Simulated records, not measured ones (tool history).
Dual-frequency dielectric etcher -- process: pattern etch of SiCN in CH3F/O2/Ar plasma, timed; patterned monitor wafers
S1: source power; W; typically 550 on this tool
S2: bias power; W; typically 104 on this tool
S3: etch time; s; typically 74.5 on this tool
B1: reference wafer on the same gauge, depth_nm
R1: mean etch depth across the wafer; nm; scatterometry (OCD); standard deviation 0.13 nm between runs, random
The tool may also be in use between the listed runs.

run 1 hour=0.0 | S1=550 S2=104 S3=74.5 | B1=37.93 | R1=37.04
run 2 hour=30.9 | S1=550 S2=104 S3=74.5 | B1=37.92 | R1=37.12
run 3 hour=64.7 | S1=550 S2=104 S3=74.5 | B1=37.88 | R1=36.94
run 4 hour=81.9 | S1=550 S2=104 S3=74.5 | B1=37.92 | R1=36.84
run 5 hour=103.9 | S1=550 S2=104 S3=74.5 | B1=37.91 | R1=36.87
run 6 hour=118.2 | S1=550 S2=104 S3=74.5 | B1=37.88 | R1=36.77
run 7 hour=140.3 | S1=550 S2=104 S3=74.5 | B1=37.90 | R1=36.85
-- hour=195.9 bias power generator calibrated
run 8 hour=197.6 | S1=550 S2=104 S3=74.5 | B1=37.87 | R1=36.64
run 9 hour=232.7 | S1=550 S2=104 S3=74.5 | B1=37.88 | R1=36.59
run 10 hour=255.2 | S1=550 S2=104 S3=74.5 | B1=37.86 | R1=36.67
-- hour=265.4 source power generator calibrated
run 11 hour=276.9 | S1=550 S2=104 S3=74.5 | B1=37.89 | R1=36.81
run 12 hour=300.3 | S1=550 S2=104 S3=74.5 | B1=37.90 | R1=36.60
-- hour=321.4 gauge calibrated
run 13 hour=324.6 | S1=550 S2=104 S3=82.5 | B1=37.90 | R1=40.47
run 14 hour=354.2 | S1=630 S2=94 S3=85.5 | B1=37.92 | R1=42.78
-- hour=384.0 wet clean of the chamber
-- hour=401.9 upper electrode replaced
run 15 hour=402.4 | S1=550 S2=104 S3=74.5 | B1=37.92 | R1=35.95
run 16 hour=402.7 | S1=550 S2=104 S3=74.5 | B1=37.91 | R1=35.96
run 17 hour=420.9 | S1=650 S2=121 S3=74.5 | B1=37.89 | R1=39.21
run 18 hour=446.9 | S1=630 S2=78 S3=54.0 | B1=37.90 | R1=25.43
-- hour=502.1 wet clean of the chamber, repeated, since the last time left the tool worse
run 19 hour=502.6 | S1=550 S2=104 S3=94.0 | B1=37.92 | R1=46.73
run 20 hour=503.1 | S1=650 S2=82 S3=58.5 | B1=37.91 | R1=29.04
run 21 hour=521.1 | S1=550 S2=116 S3=93.5 | B1=37.91 | R1=47.62
run 22 hour=546.6 | S1=550 S2=104 S3=74.5 | B1=37.91 | R1=37.00
run 23 hour=582.5 | S1=500 S2=86 S3=74.5 | B1=37.90 | R1=34.31
run 24 hour=600.3 | S1=550 S2=104 S3=74.5 | B1=37.91 | R1=37.01
run 25 hour=628.9 | S1=430 S2=81 S3=92.0 | B1=37.91 | R1=40.27
run 26 hour=641.3 | S1=670 S2=104 S3=58.0 | B1=37.89 | R1=30.76
run 27 hour=675.9 | S1=550 S2=104 S3=74.5 | B1=37.91 | R1=36.80
run 28 hour=707.5 | S1=550 S2=104 S3=74.5 | B1=37.89 | R1=36.93
run 29 hour=736.3 | S1=550 S2=104 S3=74.5 | B1=37.89 | R1=36.82
run 30 hour=758.3 | S1=550 S2=104 S3=80.5 | B1=37.90 | R1=39.82
run 31 hour=772.4 | S1=590 S2=104 S3=74.5 | B1=37.89 | R1=37.53

Here are 3 independent what-if runs from the current tool condition. What would each one return?
run A hour=772.8 | S1=550 S2=104 S3=74.5 | B1=? | R1=?
run B hour=772.8 | S1=640 S2=80 S3=89.0 | B1=? | R1=?
run C hour=772.8 | S1=420 S2=104 S3=56.0 | B1=? | R1=?

run=A B1=37.89 R1=36.85
run=B B1=37.89 R1=43.69
run=C B1=37.89 R1=25.48
Without the tool's unlogged condition, the same runs would have read:
run=A R1=37.00
run=B R1=43.87
run=C R1=25.58
